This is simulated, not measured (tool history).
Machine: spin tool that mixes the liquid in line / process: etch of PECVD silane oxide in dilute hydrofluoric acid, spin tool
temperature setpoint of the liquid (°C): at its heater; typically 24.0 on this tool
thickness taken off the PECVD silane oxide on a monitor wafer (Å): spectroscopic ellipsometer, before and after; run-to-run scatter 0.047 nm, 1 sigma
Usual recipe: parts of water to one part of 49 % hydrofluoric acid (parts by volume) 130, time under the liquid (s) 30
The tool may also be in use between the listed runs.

run     day  temperature setpoint of the liquid (°C)  parts of water to one part of 49 % hydrofluoric acid (parts by volume)  time under the liquid (s)  wafers since the last listed run  hours since the thermometer was replaced  hours since the hydrofluoric acid flow meter was replaced  hours since the gauge calibration  read-back film thickness of the PECVD silane oxide reference wafer, read on the same gauge (nm)  thickness taken off the PECVD silane oxide on a monitor wafer (Å)
  1   0.000                                     24.0                                                                     130                         30                                 0                                    1494.6                                                     1289.2                              215.9                                                                                            49.98                                                              111.7
  2   1.054                                     24.0                                                                     130                         30                               302                                    1519.9                                                     1314.5                              241.2                                                                                            50.02                                                              111.0
  3   1.833                                     24.0                                                                     130                         30                               223                                    1538.6                                                     1333.2                              259.9                                                                                            49.96                                                              112.4
  4   2.938                                     24.0                                                                     130                         45                               317                                    1565.1                                                     1359.7                              286.4                                                                                            50.02                                                              167.4
  5   3.604                                     24.0                                                                     130                         45                               191                                    1581.1                                                     1375.7                              302.4                                                                                            50.01                                                              167.9
  6   4.858                                     24.0                                                                     130                         45                               360                                    1611.2                                                     1405.8                              332.5                                                                                            50.03                                                              167.2
      5.429  -- thermometer replaced
  7   6.000                                     21.0                                                                     130                         30                               316                                      13.7                                                     1433.2                              359.9                                                                                            50.04                                                               99.2
  8   7.046                                     21.0                                                                     130                         30                               300                                      38.8                                                     1458.3                              385.0                                                                                            50.03                                                               99.9
      8.004  -- hydrofluoric acid flow meter replaced
  9   8.246                                     20.0                                                                     130                         30                               332                                      67.6                                                        5.8                              413.8                                                                                            50.05                                                               95.7
 10   9.708                                     28.5                                                                     170                         30                               420                                     102.7                                                       40.9                              448.9                                                                                            50.01                                                               96.2
     10.296  -- gauge calibrated
 11  10.762                                     20.0                                                                     130                         30                               302                                     128.0                                                       66.2                               11.2                                                                                            49.98                                                               96.0
 12  11.579                                     24.0                                                                     130                         35                               234                                     147.6                                                       85.8                               30.8                                                                                            49.99                                                              130.9
 13  12.225                                     20.0                                                                     130                         30                               185                                     163.1                                                      101.3                               46.3                                                                                            49.96                                                               96.3
 14  13.600                                     25.5                                                                     185                         30                               395                                     196.1                                                      134.3                               79.3                                                                                            49.99                                                               79.0
 15  14.412                                     29.0                                                                      90                         25                               233                                     215.6                                                      153.8                               98.8                                                                                            50.02                                                              172.4
 16  15.454                                     24.0                                                                     130                         30                               299                                     240.6                                                      178.8                              123.8                                                                                            50.02                                                              111.8
 17  16.846                                     24.0                                                                     160                         30                               399                                     274.0                                                      212.2                              157.2                                                                                            50.03                                                               88.3

Below are 4 alternative next runs, each starting from the tool's condition after run 17. Predict each:
  A  16.862                                     24.0                                                                     130                         30                                 4                                     274.4                                                      212.6                              157.6                                                                                                ?                                                                  ?
  B  16.862                                     26.0                                                                     195                         30                                 4                                     274.4                                                      212.6                              157.6                                                                                                ?                                                                  ?
  C  16.862                                     28.5                                                                      70                         30                                 4                                     274.4                                                      212.6                              157.6                                                                                                ?                                                                  ?
  D  16.862                                     28.0                                                                     100                         25                                 4                                     274.4                                                      212.6                              157.6                                                                                                ?                                                                  ?

run  read-back film thickness of the PECVD silane oxide reference wafer, read on the same gauge (nm)  thickness taken off the PECVD silane oxide on a monitor wafer (Å)
  A                                                                                            49.97                                                              112.1
  B                                                                                            49.97                                                               74.7
  C                                                                                            49.97                                                              267.9
  D                                                                                            49.97                                                              147.0
With the hidden condition removed and each run's random variation left untouched, the same runs would have given:
run  thickness taken off the PECVD silane oxide on a monitor wafer (Å)
  A                                                              112.1
  B                                                               74.7
  C                                                              267.9
  D                                                              147.0

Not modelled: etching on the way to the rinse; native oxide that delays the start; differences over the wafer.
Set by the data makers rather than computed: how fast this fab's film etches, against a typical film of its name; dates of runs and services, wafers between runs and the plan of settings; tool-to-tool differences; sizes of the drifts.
